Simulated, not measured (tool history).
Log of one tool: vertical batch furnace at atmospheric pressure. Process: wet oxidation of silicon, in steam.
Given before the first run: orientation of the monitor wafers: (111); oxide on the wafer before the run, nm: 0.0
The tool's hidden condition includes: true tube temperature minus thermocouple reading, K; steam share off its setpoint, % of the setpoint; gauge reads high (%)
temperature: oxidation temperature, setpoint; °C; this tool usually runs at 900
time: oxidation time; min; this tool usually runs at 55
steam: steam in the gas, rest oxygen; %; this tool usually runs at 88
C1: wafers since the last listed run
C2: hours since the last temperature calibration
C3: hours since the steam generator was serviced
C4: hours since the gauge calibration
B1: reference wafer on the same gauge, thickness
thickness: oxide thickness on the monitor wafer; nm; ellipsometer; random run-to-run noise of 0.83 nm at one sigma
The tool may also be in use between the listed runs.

Run 1, day 0: usual settings but temperature 890 °C; C1 0; C2 1888.7; C3 3689.6; C4 629.5; B1 164.06. Result: thickness 160.71 nm.
Run 2, day 1.588: usual settings but temperature 890 °C; C1 404; C2 1926.8; C3 3727.7; C4 667.6; B1 163.98. Result: thickness 159.12 nm.
Run 3, day 4.167: usual settings; C1 657; C2 1988.7; C3 3789.6; C4 729.5; B1 163.91. Result: thickness 181.38 nm.
Run 4, day 6.725: usual settings; C1 651; C2 2050.1; C3 3851; C4 790.9; B1 163.98. Result: thickness 180.05 nm.
Run 5, day 8.212: usual settings; C1 378; C2 2085.8; C3 3886.7; C4 826.6; B1 163.95. Result: thickness 181.33 nm.
Run 6, day 9.383: usual settings; C1 298; C2 2113.9; C3 3914.8; C4 854.7; B1 163.89. Result: thickness 178.78 nm.
Run 7, day 11.108: usual settings; C1 439; C2 2155.3; C3 3956.2; C4 896.1; B1 163.93. Result: thickness 179.35 nm.
Run 8, day 12.942: usual settings; C1 467; C2 2199.3; C3 4000.2; C4 940.1; B1 164.27. Result: thickness 179.41 nm.
At day 13.004: gauge calibrated.
Run 9, day 14.733: usual settings; C1 456; C2 2242.3; C3 4043.2; C4 41.5; B1 163.97. Result: thickness 179.65 nm.
At day 16.808: thermocouples replaced and temperature profile calibrated.
At day 17.096: steam generator serviced.
Run 10, day 17.733: usual settings; C1 435; C2 22.2; C3 15.3; C4 113.5; B1 164.32. Result: thickness 190.58 nm.
Run 11, day 20.029: usual settings but time 81.5 min; C1 584; C2 77.3; C3 70.4; C4 168.6; B1 163.98. Result: thickness 263.14 nm.
Run 12, day 21.45: usual settings; C1 362; C2 111.4; C3 104.5; C4 202.7; B1 163.91. Result: thickness 191.31 nm.
Run 13, day 22.479: usual settings but time 74.5 min, steam 97 %; C1 262; C2 136.1; C3 129.2; C4 227.4; B1 164.01. Result: thickness 263.54 nm.
Run 14, day 23.971: usual settings but temperature 911 °C, time 64.5 min, steam 92 %; C1 380; C2 171.9; C3 165; C4 263.2; B1 164.18. Result: thickness 253.82 nm.
Run 15, day 25.421: usual settings; C1 369; C2 206.7; C3 199.8; C4 298; B1 163.95. Result: thickness 190.47 nm.
Run 16, day 26.629: usual settings but temperature 911 °C, time 30.5 min, steam 80 %; C1 307; C2 235.7; C3 228.8; C4 327; B1 163.97. Result: thickness 123.06 nm.
Run 17, day 28.425: usual settings but time 78 min; C1 457; C2 278.8; C3 271.9; C4 370.1; B1 163.87. Result: thickness 255.18 nm.
Run 18, day 30.15: usual settings but temperature 881 °C, time 76.5 min, steam 95 %; C1 439; C2 320.2; C3 313.3; C4 411.5; B1 163.95. Result: thickness 210.9 nm.
Run 19, day 33.071: usual settings but temperature 875 °C; C1 744; C2 390.3; C3 383.4; C4 481.6; B1 164.11. Result: thickness 135.97 nm.
Run 20, day 34.312: usual settings; C1 316; C2 420.1; C3 413.2; C4 511.4; B1 163.96. Result: thickness 190.04 nm.
Run 21, day 35.771: usual settings but temperature 879 °C; C1 371; C2 455.1; C3 448.2; C4 546.4; B1 163.95. Result: thickness 144.54 nm.

Selected run-to-run steps in thickness, each split into two signed amounts: the part the tool would show with no hidden state at all (from settings, incoming material and random variation), and the remainder, which goes to the hidden state together with any gauge scatter not common to the measured and the hidden-state-free results:
Run 9 -> 10: thermocouples replaced and temperature profile calibrated, steam generator serviced. thickness +10.93 nm: hidden state +12.54, all else -1.61.
Run 16 -> 17: temperature 911 -> 900, time 30.5 -> 78, steam 80 -> 88. thickness +132.12 nm: hidden state -2.52, all else +134.64.
Run 18 -> 19: temperature 881 -> 875, time 76.5 -> 55, steam 95 -> 88. thickness -74.93 nm: hidden state +1.26, all else -76.19.

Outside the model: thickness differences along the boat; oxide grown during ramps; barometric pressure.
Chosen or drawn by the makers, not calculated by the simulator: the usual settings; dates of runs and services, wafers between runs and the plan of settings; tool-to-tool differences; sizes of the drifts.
